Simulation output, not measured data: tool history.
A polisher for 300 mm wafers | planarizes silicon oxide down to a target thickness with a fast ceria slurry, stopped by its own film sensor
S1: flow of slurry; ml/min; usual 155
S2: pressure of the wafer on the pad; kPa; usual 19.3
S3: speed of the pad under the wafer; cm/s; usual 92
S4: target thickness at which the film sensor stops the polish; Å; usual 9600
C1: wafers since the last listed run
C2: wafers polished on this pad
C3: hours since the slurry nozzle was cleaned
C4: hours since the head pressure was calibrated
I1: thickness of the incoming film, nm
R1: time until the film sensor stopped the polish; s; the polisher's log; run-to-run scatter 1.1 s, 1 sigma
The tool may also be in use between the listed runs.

| run | hour | S1 | S2 | S3 | S4 | C1 | C2 | C3 | C4 | I1 | R1 |
|---|---|---|---|---|---|---|---|---|---|---|---|
| 1 | 0 | 155 | 19.3 | 92 | 9600 | 0 | 543 | 172.4 | 792.1 | 2250.4 | 73.8 |
| 2 | 22.5 | 155 | 19.3 | 92 | 9600 | 306 | 850 | 194.9 | 814.6 | 2289.5 | 76.9 |
| 3 | 37.9 | 155 | 19.3 | 92 | 9600 | 209 | 1059 | 210.3 | 830 | 2238.3 | 75.5 |
| 4 | 70.6 | 155 | 19.3 | 92 | 9600 | 445 | 1504 | 243 | 862.7 | 2283.8 | 79.5 |
|  | 78.2 | worn pad replaced by a new one |
| 5 | 87.1 | 155 | 17.2 | 92 | 9600 | 170 | 121 | 259.5 | 879.2 | 2282.2 | 88.3 |
| 6 | 109.6 | 155 | 17.2 | 92 | 9600 | 306 | 427 | 282 | 901.7 | 2300.9 | 88.5 |
| 7 | 125.2 | 155 | 19.3 | 92 | 9600 | 212 | 639 | 297.6 | 917.3 | 2309.9 | 83.3 |
| 8 | 153.4 | 155 | 19.3 | 92 | 9600 | 383 | 1023 | 325.8 | 945.5 | 2256.7 | 79.5 |
|  | 182 | worn pad replaced by a new one |
|  | 244.6 | slurry nozzle cleaned |
| 9 | 245.7 | 155 | 19.3 | 92 | 9600 | 1188 | 853 | 1.1 | 1037.8 | 2292.6 | 73.7 |
| 10 | 270.8 | 210 | 23.4 | 92 | 13570 | 341 | 1195 | 26.2 | 1062.9 | 2254.2 | 39.3 |
|  | 295.6 | worn pad replaced by a new one |
| 11 | 305.8 | 175 | 16.5 | 92 | 9600 | 421 | 138 | 61.2 | 1097.9 | 2261.1 | 83 |
| 12 | 340.5 | 130 | 19.3 | 92 | 9600 | 472 | 610 | 95.9 | 1132.6 | 2243.7 | 75.1 |
|  | 363.1 | head pressure recalibrated |
|  | 422.4 | worn pad replaced by a new one |
| 13 | 435.3 | 155 | 19.3 | 92 | 5520 | 1208 | 176 | 190.7 | 72.2 | 2280.7 | 101.2 |
| 14 | 454.4 | 155 | 19.3 | 92 | 9600 | 259 | 436 | 209.8 | 91.3 | 2281.5 | 76.7 |
| 15 | 467.2 | 205 | 14.5 | 92 | 5610 | 174 | 610 | 222.6 | 104.1 | 2277.1 | 130.2 |
| 16 | 492 | 130 | 26.2 | 62 | 5130 | 337 | 947 | 247.4 | 128.9 | 2244.9 | 115.5 |
| 17 | 524.2 | 155 | 17.2 | 92 | 9600 | 438 | 1386 | 279.6 | 161.1 | 2254.4 | 88.1 |
|  | 542.5 | worn pad replaced by a new one |
| 18 | 557.1 | 155 | 19.3 | 92 | 9600 | 393 | 199 | 312.5 | 194 | 2252.6 | 76.2 |

Here are 5 independent what-if runs from the current tool condition. What would each one return?
| A | 557.5 | 155 | 19.3 | 92 | 9600 | 5 | 204 | 312.9 | 194.4 | 2268.5 | ? |
| B | 557.5 | 155 | 15.9 | 112 | 12790 | 5 | 204 | 312.9 | 194.4 | 2268.5 | ? |
| C | 557.5 | 190 | 19.3 | 92 | 9600 | 5 | 204 | 312.9 | 194.4 | 2268.5 | ? |
| D | 557.5 | 140 | 25.5 | 104 | 5740 | 5 | 204 | 312.9 | 194.4 | 2268.5 | ? |
| E | 557.5 | 110 | 23.4 | 104 | 7240 | 5 | 204 | 312.9 | 194.4 | 2268.5 | ? |

| run | R1 |
|---|---|
| A | 79.9 |
| B | 60.4 |
| C | 76.2 |
| D | 71.3 |
| E | 76.5 |
What these runs would have given with no unlogged condition in the tool:
| run | R1 |
|---|---|
| A | 73 |
| B | 55.2 |
| C | 70.7 |
| D | 64.5 |
| E | 67.5 |
